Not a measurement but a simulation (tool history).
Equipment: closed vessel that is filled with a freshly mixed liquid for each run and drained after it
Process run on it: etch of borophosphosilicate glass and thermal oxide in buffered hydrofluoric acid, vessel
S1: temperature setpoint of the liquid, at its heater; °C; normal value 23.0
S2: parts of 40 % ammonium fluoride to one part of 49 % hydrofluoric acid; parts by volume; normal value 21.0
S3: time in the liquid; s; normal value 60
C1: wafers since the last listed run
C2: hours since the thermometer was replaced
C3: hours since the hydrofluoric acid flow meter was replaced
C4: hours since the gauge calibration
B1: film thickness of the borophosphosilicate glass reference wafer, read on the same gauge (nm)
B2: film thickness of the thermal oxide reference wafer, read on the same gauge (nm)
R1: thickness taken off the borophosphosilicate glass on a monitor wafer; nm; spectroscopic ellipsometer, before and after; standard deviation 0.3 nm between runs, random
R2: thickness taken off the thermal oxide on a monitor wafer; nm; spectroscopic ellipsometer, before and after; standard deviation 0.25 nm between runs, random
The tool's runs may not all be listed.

{"run": 1, "day": 0.0, "S1": 23.0, "S2": 21.0, "S3": 60, "C1": 0, "C2": 1344.4, "C3": 1837.2, "C4": 866.1, "B1": 90.0, "B2": 49.97, "R1": 69.32, "R2": 27.32}
{"day": 0.921, "done": "gauge calibrated"}
{"run": 2, "day": 2.462, "S1": 23.0, "S2": 21.0, "S3": 60, "C1": 6762, "C2": 1403.5, "C3": 1896.3, "C4": 37.0, "B1": 90.0, "B2": 50.06, "R1": 68.36, "R2": 27.59}
{"run": 3, "day": 3.579, "S1": 21.0, "S2": 21.0, "S3": 60, "C1": 3066, "C2": 1430.3, "C3": 1923.1, "C4": 63.8, "B1": 90.01, "B2": 49.98, "R1": 62.21, "R2": 24.26}
{"run": 4, "day": 9.929, "S1": 21.0, "S2": 21.0, "S3": 60, "C1": 17438, "C2": 1582.7, "C3": 2075.5, "C4": 216.2, "B1": 90.01, "B2": 50.0, "R1": 61.81, "R2": 24.49}
{"run": 5, "day": 11.517, "S1": 21.0, "S2": 21.0, "S3": 60, "C1": 4359, "C2": 1620.8, "C3": 2113.6, "C4": 254.3, "B1": 90.0, "B2": 50.01, "R1": 61.24, "R2": 24.28}
{"run": 6, "day": 12.6, "S1": 23.0, "S2": 16.5, "S3": 60, "C1": 2975, "C2": 1646.8, "C3": 2139.6, "C4": 280.3, "B1": 89.99, "B2": 49.99, "R1": 83.94, "R2": 32.74}
{"run": 7, "day": 14.758, "S1": 23.0, "S2": 16.5, "S3": 60, "C1": 5927, "C2": 1698.6, "C3": 2191.4, "C4": 332.1, "B1": 90.0, "B2": 50.02, "R1": 83.61, "R2": 33.24}
{"run": 8, "day": 16.975, "S1": 23.0, "S2": 16.5, "S3": 60, "C1": 6087, "C2": 1751.8, "C3": 2244.6, "C4": 385.3, "B1": 90.02, "B2": 50.0, "R1": 83.52, "R2": 32.88}
{"day": 17.488, "done": "hydrofluoric acid flow meter replaced"}
{"run": 9, "day": 19.229, "S1": 23.0, "S2": 23.5, "S3": 60, "C1": 6075, "C2": 1805.9, "C3": 41.8, "C4": 439.4, "B1": 90.02, "B2": 49.98, "R1": 68.45, "R2": 26.99}
{"run": 10, "day": 21.221, "S1": 23.0, "S2": 23.5, "S3": 60, "C1": 5469, "C2": 1853.7, "C3": 89.6, "C4": 487.2, "B1": 89.97, "B2": 50.02, "R1": 68.1, "R2": 26.8}
{"run": 11, "day": 24.1, "S1": 23.0, "S2": 21.0, "S3": 85, "C1": 7906, "C2": 1922.8, "C3": 158.7, "C4": 556.3, "B1": 90.03, "B2": 50.06, "R1": 104.23, "R2": 40.92}
{"run": 12, "day": 26.729, "S1": 23.0, "S2": 21.0, "S3": 85, "C1": 7220, "C2": 1985.9, "C3": 221.8, "C4": 619.4, "B1": 89.95, "B2": 50.01, "R1": 104.13, "R2": 41.17}
{"run": 13, "day": 29.117, "S1": 23.0, "S2": 24.5, "S3": 60, "C1": 6556, "C2": 2043.2, "C3": 279.1, "C4": 676.7, "B1": 89.99, "B2": 50.07, "R1": 66.46, "R2": 26.13}
{"run": 14, "day": 31.8, "S1": 25.0, "S2": 16.5, "S3": 50, "C1": 7368, "C2": 2107.6, "C3": 343.5, "C4": 741.1, "B1": 90.01, "B2": 49.95, "R1": 84.47, "R2": 33.94}
{"run": 15, "day": 33.996, "S1": 23.0, "S2": 21.0, "S3": 60, "C1": 6030, "C2": 2160.3, "C3": 396.2, "C4": 793.8, "B1": 89.99, "B2": 50.03, "R1": 73.82, "R2": 28.91}
{"run": 16, "day": 35.829, "S1": 26.5, "S2": 21.0, "S3": 60, "C1": 5034, "C2": 2204.3, "C3": 440.2, "C4": 837.8, "B1": 90.01, "B2": 50.0, "R1": 89.24, "R2": 35.17}
{"run": 17, "day": 37.454, "S1": 25.5, "S2": 26.5, "S3": 50, "C1": 4462, "C2": 2243.3, "C3": 479.2, "C4": 876.8, "B1": 89.99, "B2": 50.03, "R1": 59.68, "R2": 24.11}
{"day": 37.579, "done": "gauge calibrated"}
{"run": 18, "day": 43.55, "S1": 23.0, "S2": 28.5, "S3": 35, "C1": 16740, "C2": 2389.6, "C3": 625.5, "C4": 143.3, "B1": 89.99, "B2": 50.04, "R1": 34.81, "R2": 13.53}
{"day": 44.483, "done": "thermometer replaced"}
{"run": 19, "day": 45.854, "S1": 23.0, "S2": 21.0, "S3": 60, "C1": 6213, "C2": 32.9, "C3": 680.8, "C4": 198.6, "B1": 90.0, "B2": 50.02, "R1": 70.8, "R2": 28.03}
{"run": 20, "day": 46.879, "S1": 19.5, "S2": 24.5, "S3": 35, "C1": 2814, "C2": 57.5, "C3": 705.4, "C4": 223.2, "B1": 90.0, "B2": 50.02, "R1": 30.52, "R2": 12.09}
{"run": 21, "day": 48.975, "S1": 24.5, "S2": 21.0, "S3": 90, "C1": 5755, "C2": 107.8, "C3": 755.7, "C4": 273.5, "B1": 90.01, "B2": 50.01, "R1": 114.03, "R2": 46.14}
{"run": 22, "day": 50.212, "S1": 23.0, "S2": 13.5, "S3": 60, "C1": 3398, "C2": 137.5, "C3": 785.4, "C4": 303.2, "B1": 90.0, "B2": 50.0, "R1": 106.48, "R2": 42.27}
{"run": 23, "day": 52.9, "S1": 24.5, "S2": 24.5, "S3": 75, "C1": 7380, "C2": 202.0, "C3": 849.9, "C4": 367.7, "B1": 90.04, "B2": 49.99, "R1": 86.39, "R2": 34.55}
{"run": 24, "day": 55.738, "S1": 23.0, "S2": 21.0, "S3": 60, "C1": 7792, "C2": 270.1, "C3": 918.0, "C4": 435.8, "B1": 90.01, "B2": 50.0, "R1": 70.33, "R2": 27.79}
{"run": 25, "day": 57.538, "S1": 24.5, "S2": 21.0, "S3": 85, "C1": 4943, "C2": 313.3, "C3": 961.2, "C4": 479.0, "B1": 90.02, "B2": 49.99, "R1": 108.82, "R2": 42.5}

Branching from run 25: 4 alternative next runs. What would each branch give?
{"run": "A", "day": 57.567, "S1": 23.0, "S2": 25.5, "S3": 60, "C1": 80, "C2": 314.0, "C3": 961.9, "C4": 479.7, "B1": "?", "B2": "?", "R1": "?", "R2": "?"}
{"run": "B", "day": 57.567, "S1": 23.0, "S2": 16.5, "S3": 40, "C1": 80, "C2": 314.0, "C3": 961.9, "C4": 479.7, "B1": "?", "B2": "?", "R1": "?", "R2": "?"}
{"run": "C", "day": 57.567, "S1": 23.0, "S2": 24.5, "S3": 45, "C1": 80, "C2": 314.0, "C3": 961.9, "C4": 479.7, "B1": "?", "B2": "?", "R1": "?", "R2": "?"}
{"run": "D", "day": 57.567, "S1": 19.5, "S2": 27.0, "S3": 60, "C1": 80, "C2": 314.0, "C3": 961.9, "C4": 479.7, "B1": "?", "B2": "?", "R1": "?", "R2": "?"}

run=A B1=90.01 B2=50.00 R1=61.83 R2=23.97
run=B B1=90.01 B2=50.00 R1=58.25 R2=22.55
run=C B1=90.01 B2=50.00 R1=47.67 R2=18.48
run=D B1=90.01 B2=50.00 R1=48.98 R2=18.95
Take away the tool's hidden state, keep each run's random variation, and the runs would have read:
run=A R1=62.97 R2=24.41
run=B R1=60.07 R2=23.25
run=C R1=48.55 R2=18.82
run=D R1=49.87 R2=19.29
